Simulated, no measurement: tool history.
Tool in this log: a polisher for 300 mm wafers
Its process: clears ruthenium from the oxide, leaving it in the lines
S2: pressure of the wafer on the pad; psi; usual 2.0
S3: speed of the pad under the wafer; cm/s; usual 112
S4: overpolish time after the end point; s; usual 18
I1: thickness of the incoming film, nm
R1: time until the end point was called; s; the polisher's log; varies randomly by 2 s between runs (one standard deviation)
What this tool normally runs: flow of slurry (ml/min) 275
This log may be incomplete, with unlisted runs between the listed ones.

{"run": 1, "day": 0.0, "flow of slurry (ml/min)": 275, "S2": 2.3, "S3": 112, "S4": 18, "I1": 129.2, "R1": 106.6}
{"run": 2, "day": 0.588, "flow of slurry (ml/min)": 275, "S2": 2.0, "S3": 112, "S4": 18, "I1": 128.6, "R1": 126.2}
{"run": 3, "day": 0.846, "flow of slurry (ml/min)": 275, "S2": 2.0, "S3": 112, "S4": 18, "I1": 131.3, "R1": 133.1}
{"day": 1.088, "done": "worn pad replaced by a new one"}
{"run": 4, "day": 1.412, "flow of slurry (ml/min)": 275, "S2": 2.0, "S3": 112, "S4": 18, "I1": 129.1, "R1": 121.5}
{"run": 5, "day": 1.904, "flow of slurry (ml/min)": 275, "S2": 2.0, "S3": 112, "S4": 18, "I1": 129.4, "R1": 116.8}
{"run": 6, "day": 2.479, "flow of slurry (ml/min)": 275, "S2": 2.0, "S3": 112, "S4": 18, "I1": 131.1, "R1": 120.1}
{"run": 7, "day": 2.812, "flow of slurry (ml/min)": 275, "S2": 2.0, "S3": 112, "S4": 18, "I1": 130.8, "R1": 122.7}
{"run": 8, "day": 3.158, "flow of slurry (ml/min)": 275, "S2": 2.0, "S3": 112, "S4": 18, "I1": 129.4, "R1": 123.0}
{"day": 4.558, "done": "worn pad replaced by a new one"}
{"run": 9, "day": 4.579, "flow of slurry (ml/min)": 275, "S2": 2.0, "S3": 112, "S4": 18, "I1": 132.9, "R1": 125.2}
{"day": 4.838, "done": "slurry nozzle cleaned"}
{"run": 10, "day": 4.975, "flow of slurry (ml/min)": 275, "S2": 2.0, "S3": 112, "S4": 18, "I1": 130.8, "R1": 120.9}
{"run": 11, "day": 7.142, "flow of slurry (ml/min)": 275, "S2": 2.0, "S3": 112, "S4": 24, "I1": 130.5, "R1": 126.0}
{"day": 7.833, "done": "worn pad replaced by a new one"}
{"run": 12, "day": 7.867, "flow of slurry (ml/min)": 275, "S2": 2.0, "S3": 98, "S4": 12, "I1": 128.0, "R1": 129.2}
{"run": 13, "day": 8.196, "flow of slurry (ml/min)": 275, "S2": 2.0, "S3": 74, "S4": 11, "I1": 131.2, "R1": 174.4}
{"run": 14, "day": 8.642, "flow of slurry (ml/min)": 340, "S2": 1.4, "S3": 112, "S4": 25, "I1": 129.1, "R1": 166.0}
{"run": 15, "day": 9.312, "flow of slurry (ml/min)": 275, "S2": 2.0, "S3": 98, "S4": 12, "I1": 131.1, "R1": 137.5}
{"day": 9.662, "done": "head pressure recalibrated"}
{"run": 16, "day": 9.708, "flow of slurry (ml/min)": 370, "S2": 2.0, "S3": 92, "S4": 26, "I1": 128.1, "R1": 145.0}
{"run": 17, "day": 10.483, "flow of slurry (ml/min)": 275, "S2": 2.0, "S3": 112, "S4": 18, "I1": 131.4, "R1": 132.2}
{"day": 11.196, "done": "worn pad replaced by a new one"}
{"run": 18, "day": 11.217, "flow of slurry (ml/min)": 210, "S2": 2.7, "S3": 134, "S4": 18, "I1": 128.6, "R1": 75.1}
{"run": 19, "day": 11.392, "flow of slurry (ml/min)": 365, "S2": 2.0, "S3": 112, "S4": 13, "I1": 132.4, "R1": 117.8}
{"run": 20, "day": 11.979, "flow of slurry (ml/min)": 275, "S2": 2.0, "S3": 112, "S4": 18, "I1": 132.0, "R1": 121.1}
{"run": 21, "day": 12.388, "flow of slurry (ml/min)": 275, "S2": 2.0, "S3": 112, "S4": 18, "I1": 128.3, "R1": 117.5}
{"run": 22, "day": 12.658, "flow of slurry (ml/min)": 360, "S2": 2.4, "S3": 102, "S4": 21, "I1": 128.6, "R1": 105.4}
{"run": 23, "day": 13.275, "flow of slurry (ml/min)": 275, "S2": 2.2, "S3": 72, "S4": 24, "I1": 130.8, "R1": 170.5}

What if the next run were any one of these 4? Each begins from the tool's condition after run 23:
{"run": "A", "day": 13.296, "flow of slurry (ml/min)": 210, "S2": 2.0, "S3": 112, "S4": 18, "I1": 131.6, "R1": "?"}
{"run": "B", "day": 13.296, "flow of slurry (ml/min)": 275, "S2": 2.0, "S3": 126, "S4": 22, "I1": 131.6, "R1": "?"}
{"run": "C", "day": 13.296, "flow of slurry (ml/min)": 245, "S2": 1.5, "S3": 112, "S4": 15, "I1": 131.6, "R1": "?"}
{"run": "D", "day": 13.296, "flow of slurry (ml/min)": 360, "S2": 2.0, "S3": 96, "S4": 18, "I1": 131.6, "R1": "?"}

run=A R1=127.1
run=B R1=111.1
run=C R1=167.0
run=D R1=139.9
The same runs, with their run-to-run variation unchanged, on a tool lacking any hidden condition would have given:
run=A R1=119.4
run=B R1=104.4
run=C R1=156.9
run=D R1=131.4

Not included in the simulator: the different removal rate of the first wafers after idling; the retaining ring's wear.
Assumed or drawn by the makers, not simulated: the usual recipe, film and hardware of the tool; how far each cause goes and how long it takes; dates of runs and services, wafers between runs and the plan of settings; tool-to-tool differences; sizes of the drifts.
